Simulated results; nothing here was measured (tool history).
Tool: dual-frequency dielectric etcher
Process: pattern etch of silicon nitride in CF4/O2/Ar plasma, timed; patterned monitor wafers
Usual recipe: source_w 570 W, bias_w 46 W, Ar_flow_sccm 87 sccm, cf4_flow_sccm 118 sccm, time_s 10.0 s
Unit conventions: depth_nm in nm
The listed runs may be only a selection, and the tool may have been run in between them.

run	hour	source_w	bias_w	Ar_flow_sccm	cf4_flow_sccm	time_s	wafers since the last listed run	hours since the last wet clean	hours since the last source power generator calibration	hours since the last bias power generator calibration	hours since the last Ar flow controller change	hours since the last CF4 flow controller change	hours since the last upper electrode change	hours since the gauge calibration	read-back reference wafer on the same gauge, depth_nm	depth_nm
1	0.0	570	46	79	118	10.0	0	54.2	2432.3	2815.8	1541.7	2473.2	3806.5	1196.0	24.32	21.80
2	69.5	570	46	79	118	10.0	1407	123.7	2501.8	2885.3	1611.2	2542.7	3876.0	1265.5	24.29	21.74
3	154.9	570	46	87	118	10.0	1729	209.1	2587.2	2970.7	1696.6	2628.1	3961.4	1350.9	24.30	21.65
4	187.1	570	46	87	118	10.0	652	241.3	2619.4	3002.9	1728.8	2660.3	3993.6	1383.1	24.30	21.39
5	256.4	570	46	87	118	10.0	1403	310.6	2688.7	3072.2	1798.1	2729.6	4062.9	1452.4	24.31	21.71
6	298.0	570	46	87	118	10.0	842	352.2	2730.3	3113.8	1839.7	2771.2	4104.5	1494.0	24.28	21.58
7	346.1	570	46	87	118	10.0	973	400.3	2778.4	3161.9	1887.8	2819.3	4152.6	1542.1	24.28	21.65
8	382.0	650	46	107	130	10.0	726	436.2	2814.3	3197.8	1923.7	2855.2	4188.5	1578.0	24.30	23.27
# hour 513.8: wet clean of the chamber
9	556.2	510	46	87	118	10.0	3041	42.4	2988.5	3372.0	2097.9	3029.4	4362.7	1752.2	24.28	19.84
# hour 563.8: Ar flow controller replaced
# hour 567.1: CF4 flow controller replaced
10	590.0	490	46	87	118	10.0	497	76.2	3022.3	3405.8	26.2	22.9	4396.5	1786.0	24.31	19.15
# hour 631.3: upper electrode replaced
11	637.4	570	46	87	118	10.0	473	123.6	3069.7	3453.2	73.6	70.3	6.1	1833.4	24.30	21.62
# hour 643.9: gauge calibrated
# hour 744.6: bias power generator calibrated
12	790.1	500	53	87	148	7.5	3010	276.3	3222.4	45.5	226.3	223.0	158.8	146.2	24.27	15.30
13	860.6	570	46	87	118	10.0	1427	346.8	3292.9	116.0	296.8	293.5	229.3	216.7	24.29	21.69
14	893.4	530	40	104	118	10.0	664	379.6	3325.7	148.8	329.6	326.3	262.1	249.5	24.27	19.26
# hour 920.6: source power generator calibrated
# hour 973.9: wet clean of the chamber
15	974.4	690	53	87	118	12.0	1073	0.5	53.8	229.8	410.6	407.3	343.1	330.5	24.32	31.01
16	1019.3	570	46	87	118	10.0	909	45.4	98.7	274.7	455.5	452.2	388.0	375.4	24.30	21.53
17	1056.9	570	46	87	118	10.0	761	83.0	136.3	312.3	493.1	489.8	425.6	413.0	24.32	21.58
18	1113.7	460	46	87	118	10.0	1150	139.8	193.1	369.1	549.9	546.6	482.4	469.8	24.34	18.18
19	1180.5	510	55	87	118	8.0	1352	206.6	259.9	435.9	616.7	613.4	549.2	536.6	24.30	16.48
20	1245.3	570	46	87	118	10.0	1312	271.4	324.7	500.7	681.5	678.2	614.0	601.4	24.33	21.66
21	1310.9	470	46	87	96	10.0	1328	337.0	390.3	566.3	747.1	743.8	679.6	667.0	24.33	18.31

What if the next run were any one of these 4? Each begins from the tool's condition after run 21:
A	1311.3	570	46	87	118	10.0	8	337.4	390.7	566.7	747.5	744.2	680.0	667.4	?	?
B	1311.3	570	46	87	118	12.5	8	337.4	390.7	566.7	747.5	744.2	680.0	667.4	?	?
C	1311.3	570	52	97	118	10.0	8	337.4	390.7	566.7	747.5	744.2	680.0	667.4	?	?
D	1311.3	570	43	87	118	9.0	8	337.4	390.7	566.7	747.5	744.2	680.0	667.4	?	?

run	read-back reference wafer on the same gauge, depth_nm	depth_nm
A	24.25	21.57
B	24.25	26.96
C	24.25	21.86
D	24.25	19.14
The same runs, with their run-to-run variation unchanged, on a tool lacking any hidden condition would have given:
run	depth_nm
A	21.57
B	26.96
C	21.86
D	19.14
